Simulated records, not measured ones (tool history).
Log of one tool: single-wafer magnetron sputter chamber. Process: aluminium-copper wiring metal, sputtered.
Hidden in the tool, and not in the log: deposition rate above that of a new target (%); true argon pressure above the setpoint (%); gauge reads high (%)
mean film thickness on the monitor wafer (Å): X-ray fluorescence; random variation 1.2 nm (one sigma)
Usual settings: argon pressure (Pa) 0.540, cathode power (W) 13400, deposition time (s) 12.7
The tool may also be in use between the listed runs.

run,hour,argon pressure (Pa),cathode power (W),deposition time (s),wafers since the last listed run,wafers on the sputter target,hours since the last manometer calibration,hours since the magnet pack was replaced,hours since the gauge calibration,"read-back reference wafer on the same gauge, thickness_nm",mean film thickness on the monitor wafer (Å)
1,0.0,0.540,13400,11.2,0,3525,1187.0,5255.7,937.2,286.869,2631.20
2,77.3,0.540,13400,12.7,1827,5352,1264.3,5333.0,1014.5,286.545,2955.31
3,115.4,0.540,13400,12.7,900,6252,1302.4,5371.1,1052.6,287.218,2957.42
# hour 194.0: gauge calibrated
4,220.1,0.540,13400,12.7,2474,8727,1407.1,5475.8,26.1,287.044,2935.80
# hour 249.5: sputter target and shields replaced
5,275.8,0.540,13400,12.7,1127,620,1462.8,5531.5,81.8,287.269,2994.83
# hour 307.9: capacitance manometer re-zeroed and calibrated
6,355.7,0.540,13400,12.7,1699,2320,47.8,5611.4,161.7,286.759,3049.51
7,422.0,0.540,13400,12.7,1567,3887,114.1,5677.7,228.0,287.143,3034.73
8,586.6,0.540,13400,12.7,3890,7777,278.7,5842.3,392.6,287.268,2993.53
9,630.3,0.540,13400,12.7,1032,8810,322.4,5886.0,436.3,286.674,2967.62
10,679.4,0.540,15700,12.7,1160,9971,371.5,5935.1,485.4,287.433,3447.07
# hour 714.8: sputter target and shields replaced
11,749.0,0.540,15700,12.7,1456,807,441.1,6004.7,555.0,286.866,3537.68
12,794.0,0.540,15700,12.7,1063,1871,486.1,6049.7,600.0,286.840,3534.93
13,865.1,0.540,13400,10.9,1680,3551,557.2,6120.8,671.1,286.728,2582.62
# hour 968.4: magnet pack replaced
14,968.9,0.540,13400,12.7,2264,5815,661.0,0.5,774.9,286.929,3017.44
15,1054.1,0.540,13400,12.7,2013,7829,746.2,85.7,860.1,287.410,2977.87
# hour 1120.8: sputter target and shields replaced
16,1124.8,0.349,14850,10.5,1482,95,816.9,156.4,930.8,287.642,3027.60
17,1365.7,0.540,10600,12.7,5694,5789,1057.8,397.3,1171.7,286.945,2359.17
# hour 1382.0: gauge calibrated
18,1429.3,0.462,13400,15.0,1503,7292,1121.4,460.9,47.3,287.361,3657.82
19,1477.5,0.398,15100,10.4,1139,8431,1169.6,509.1,95.5,287.161,2914.58
20,1574.3,0.540,13400,12.7,2288,10719,1266.4,605.9,192.3,286.632,2902.52
# hour 1589.4: sputter target and shields replaced
# hour 1635.9: capacitance manometer re-zeroed and calibrated
21,1636.4,0.383,11450,12.7,1089,922,0.5,668.0,254.4,287.557,2798.79
22,1689.8,0.436,11400,11.4,1262,2184,53.9,721.4,307.8,287.003,2441.04
23,1746.3,0.540,13400,12.7,1335,3520,110.4,777.9,364.3,286.623,3002.57
24,1904.7,0.540,13400,12.7,3744,7264,268.8,936.3,522.7,287.345,2983.15
# hour 2001.7: sputter target and shields replaced
25,2002.2,0.368,15250,14.7,2115,10,366.3,1033.8,620.2,286.414,4312.48
26,2055.4,0.386,14450,14.6,1257,1268,419.5,1087.0,673.4,286.934,4011.63
27,2109.5,0.697,15200,14.1,1278,2546,473.6,1141.1,727.5,287.045,3505.46

Forecast each of these 3 alternatives for the next run:
A,2109.9,0.540,13400,12.7,9,2556,474.0,1141.5,727.9,?,?
B,2109.9,0.540,11600,12.7,9,2556,474.0,1141.5,727.9,?,?
C,2109.9,0.357,16550,12.7,9,2556,474.0,1141.5,727.9,?,?

run,"read-back reference wafer on the same gauge, thickness_nm",mean film thickness on the monitor wafer (Å)
A,287.187,2989.04
B,287.187,2587.53
C,287.187,4048.62
Without the tool's hidden state the same runs would have given:
run,mean film thickness on the monitor wafer (Å)
A,3055.79
B,2645.31
C,4116.19
